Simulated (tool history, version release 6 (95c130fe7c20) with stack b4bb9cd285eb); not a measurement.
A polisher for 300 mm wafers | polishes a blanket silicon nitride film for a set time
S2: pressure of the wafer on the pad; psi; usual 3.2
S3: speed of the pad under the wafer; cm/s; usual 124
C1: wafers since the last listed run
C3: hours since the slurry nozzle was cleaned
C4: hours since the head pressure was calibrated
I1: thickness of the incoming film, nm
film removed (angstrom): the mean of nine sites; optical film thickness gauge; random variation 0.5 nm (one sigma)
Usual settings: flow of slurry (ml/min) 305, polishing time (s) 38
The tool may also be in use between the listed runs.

{"run": 1, "hour": 0.0, "flow of slurry (ml/min)": 305, "S2": 3.2, "S3": 124, "polishing time (s)": 38, "C1": 0, "wafers polished on this pad": 333, "C3": 277.3, "C4": 972, "I1": 681.9, "film removed (angstrom)": 747}
{"run": 2, "hour": 16.8, "flow of slurry (ml/min)": 305, "S2": 3.2, "S3": 124, "polishing time (s)": 31, "C1": 208, "wafers polished on this pad": 542, "C3": 294.1, "C4": 988.8, "I1": 692.5, "film removed (angstrom)": 609}
{"run": 3, "hour": 31.7, "flow of slurry (ml/min)": 305, "S2": 3.2, "S3": 124, "polishing time (s)": 31, "C1": 185, "wafers polished on this pad": 727, "C3": 309, "C4": 1003.7, "I1": 671.3, "film removed (angstrom)": 600}
{"run": 4, "hour": 38.9, "flow of slurry (ml/min)": 305, "S2": 3.2, "S3": 124, "polishing time (s)": 31, "C1": 89, "wafers polished on this pad": 816, "C3": 316.2, "C4": 1010.9, "I1": 684.2, "film removed (angstrom)": 601}
{"run": 5, "hour": 44.9, "flow of slurry (ml/min)": 305, "S2": 2.6, "S3": 124, "polishing time (s)": 38, "C1": 74, "wafers polished on this pad": 891, "C3": 322.2, "C4": 1016.9, "I1": 675.1, "film removed (angstrom)": 591}
{"run": 6, "hour": 55.9, "flow of slurry (ml/min)": 305, "S2": 2.6, "S3": 124, "polishing time (s)": 38, "C1": 136, "wafers polished on this pad": 1028, "C3": 333.2, "C4": 1027.9, "I1": 670.1, "film removed (angstrom)": 590}
{"run": 7, "hour": 64.1, "flow of slurry (ml/min)": 305, "S2": 3.2, "S3": 124, "polishing time (s)": 38, "C1": 101, "wafers polished on this pad": 1130, "C3": 341.4, "C4": 1036.1, "I1": 687.4, "film removed (angstrom)": 729}
{"run": 8, "hour": 80.2, "flow of slurry (ml/min)": 305, "S2": 3.2, "S3": 124, "polishing time (s)": 38, "C1": 200, "wafers polished on this pad": 1330, "C3": 357.5, "C4": 1052.2, "I1": 677.6, "film removed (angstrom)": 733}
{"hour": 93.0, "done": "worn pad replaced by a new one"}
{"run": 9, "hour": 133.3, "flow of slurry (ml/min)": 305, "S2": 3.2, "S3": 124, "polishing time (s)": 38, "C1": 610, "wafers polished on this pad": 501, "C3": 410.6, "C4": 1105.3, "I1": 667.2, "film removed (angstrom)": 741}
{"run": 10, "hour": 145.8, "flow of slurry (ml/min)": 305, "S2": 3.2, "S3": 124, "polishing time (s)": 38, "C1": 155, "wafers polished on this pad": 656, "C3": 423.1, "C4": 1117.8, "I1": 685.2, "film removed (angstrom)": 749}
{"run": 11, "hour": 153.2, "flow of slurry (ml/min)": 305, "S2": 3.2, "S3": 124, "polishing time (s)": 38, "C1": 91, "wafers polished on this pad": 748, "C3": 430.5, "C4": 1125.2, "I1": 693, "film removed (angstrom)": 733}
{"run": 12, "hour": 162.4, "flow of slurry (ml/min)": 305, "S2": 3.2, "S3": 124, "polishing time (s)": 38, "C1": 114, "wafers polished on this pad": 862, "C3": 439.7, "C4": 1134.4, "I1": 687.1, "film removed (angstrom)": 735}
{"run": 13, "hour": 177.0, "flow of slurry (ml/min)": 305, "S2": 3.2, "S3": 152, "polishing time (s)": 38, "C1": 181, "wafers polished on this pad": 1044, "C3": 454.3, "C4": 1149, "I1": 668.6, "film removed (angstrom)": 857}
{"run": 14, "hour": 183.8, "flow of slurry (ml/min)": 305, "S2": 3.2, "S3": 124, "polishing time (s)": 46, "C1": 84, "wafers polished on this pad": 1128, "C3": 461.1, "C4": 1155.8, "I1": 682.6, "film removed (angstrom)": 872}
{"hour": 189.7, "done": "head pressure recalibrated"}
{"hour": 190.6, "done": "worn pad replaced by a new one"}
{"run": 15, "hour": 216.7, "flow of slurry (ml/min)": 305, "S2": 3.2, "S3": 124, "polishing time (s)": 48, "C1": 372, "wafers polished on this pad": 324, "C3": 494, "C4": 27, "I1": 678.2, "film removed (angstrom)": 938}
{"run": 16, "hour": 231.5, "flow of slurry (ml/min)": 305, "S2": 3.2, "S3": 140, "polishing time (s)": 38, "C1": 183, "wafers polished on this pad": 508, "C3": 508.8, "C4": 41.8, "I1": 679, "film removed (angstrom)": 813}
{"run": 17, "hour": 244.9, "flow of slurry (ml/min)": 305, "S2": 2.5, "S3": 124, "polishing time (s)": 38, "C1": 166, "wafers polished on this pad": 675, "C3": 522.2, "C4": 55.2, "I1": 672.8, "film removed (angstrom)": 572}
{"hour": 247.2, "done": "slurry nozzle cleaned"}
{"run": 18, "hour": 255.7, "flow of slurry (ml/min)": 230, "S2": 3.7, "S3": 86, "polishing time (s)": 47, "C1": 121, "wafers polished on this pad": 797, "C3": 8.5, "C4": 66, "I1": 682.5, "film removed (angstrom)": 757}
{"run": 19, "hour": 268.8, "flow of slurry (ml/min)": 345, "S2": 3.2, "S3": 124, "polishing time (s)": 38, "C1": 162, "wafers polished on this pad": 960, "C3": 21.6, "C4": 79.1, "I1": 674.1, "film removed (angstrom)": 737}
{"run": 20, "hour": 282.7, "flow of slurry (ml/min)": 205, "S2": 3.2, "S3": 124, "polishing time (s)": 26, "C1": 172, "wafers polished on this pad": 1132, "C3": 35.5, "C4": 93, "I1": 682.3, "film removed (angstrom)": 483}
{"run": 21, "hour": 299.9, "flow of slurry (ml/min)": 305, "S2": 3.2, "S3": 124, "polishing time (s)": 38, "C1": 213, "wafers polished on this pad": 1346, "C3": 52.7, "C4": 110.2, "I1": 677.6, "film removed (angstrom)": 726}
{"hour": 305.2, "done": "worn pad replaced by a new one"}
{"run": 22, "hour": 314.8, "flow of slurry (ml/min)": 365, "S2": 3.2, "S3": 152, "polishing time (s)": 34, "C1": 135, "wafers polished on this pad": 119, "C3": 67.6, "C4": 125.1, "I1": 681.5, "film removed (angstrom)": 799}
{"run": 23, "hour": 326.7, "flow of slurry (ml/min)": 280, "S2": 2.6, "S3": 124, "polishing time (s)": 48, "C1": 147, "wafers polished on this pad": 267, "C3": 79.5, "C4": 137, "I1": 694.4, "film removed (angstrom)": 759}
{"run": 24, "hour": 338.8, "flow of slurry (ml/min)": 305, "S2": 3.2, "S3": 124, "polishing time (s)": 38, "C1": 150, "wafers polished on this pad": 417, "C3": 91.6, "C4": 149.1, "I1": 672.5, "film removed (angstrom)": 748}
{"run": 25, "hour": 347.8, "flow of slurry (ml/min)": 305, "S2": 3.2, "S3": 124, "polishing time (s)": 38, "C1": 111, "wafers polished on this pad": 529, "C3": 100.6, "C4": 158.1, "I1": 673.1, "film removed (angstrom)": 746}
{"run": 26, "hour": 384.6, "flow of slurry (ml/min)": 380, "S2": 2.1, "S3": 112, "polishing time (s)": 51, "C1": 457, "wafers polished on this pad": 986, "C3": 137.4, "C4": 194.9, "I1": 682.4, "film removed (angstrom)": 605}
{"run": 27, "hour": 398.5, "flow of slurry (ml/min)": 385, "S2": 3.2, "S3": 124, "polishing time (s)": 38, "C1": 172, "wafers polished on this pad": 1159, "C3": 151.3, "C4": 208.8, "I1": 677, "film removed (angstrom)": 746}
{"hour": 414.0, "done": "worn pad replaced by a new one"}
{"run": 28, "hour": 416.0, "flow of slurry (ml/min)": 305, "S2": 3.2, "S3": 124, "polishing time (s)": 38, "C1": 167, "wafers polished on this pad": 24, "C3": 168.8, "C4": 226.3, "I1": 683.5, "film removed (angstrom)": 760}
{"run": 29, "hour": 424.7, "flow of slurry (ml/min)": 245, "S2": 3.5, "S3": 144, "polishing time (s)": 38, "C1": 108, "wafers polished on this pad": 132, "C3": 177.5, "C4": 235, "I1": 678.4, "film removed (angstrom)": 906}
{"run": 30, "hour": 438.0, "flow of slurry (ml/min)": 305, "S2": 2.9, "S3": 112, "polishing time (s)": 38, "C1": 165, "wafers polished on this pad": 297, "C3": 190.8, "C4": 248.3, "I1": 678.1, "film removed (angstrom)": 623}
{"run": 31, "hour": 445.8, "flow of slurry (ml/min)": 305, "S2": 3.2, "S3": 124, "polishing time (s)": 38, "C1": 96, "wafers polished on this pad": 394, "C3": 198.6, "C4": 256.1, "I1": 681.1, "film removed (angstrom)": 749}

The next listed run, before its measurement:
{"run": 32, "hour": 459.3, "flow of slurry (ml/min)": 380, "S2": 3.6, "S3": 124, "polishing time (s)": 51, "C1": 167, "wafers polished on this pad": 562, "C3": 212.1, "C4": 269.6, "I1": 685.2, "film removed (angstrom)": "?"}

{"run 32": {"film removed (angstrom)": 1137}}
Without the tool's hidden state the same run would have given film removed (angstrom) 1156.

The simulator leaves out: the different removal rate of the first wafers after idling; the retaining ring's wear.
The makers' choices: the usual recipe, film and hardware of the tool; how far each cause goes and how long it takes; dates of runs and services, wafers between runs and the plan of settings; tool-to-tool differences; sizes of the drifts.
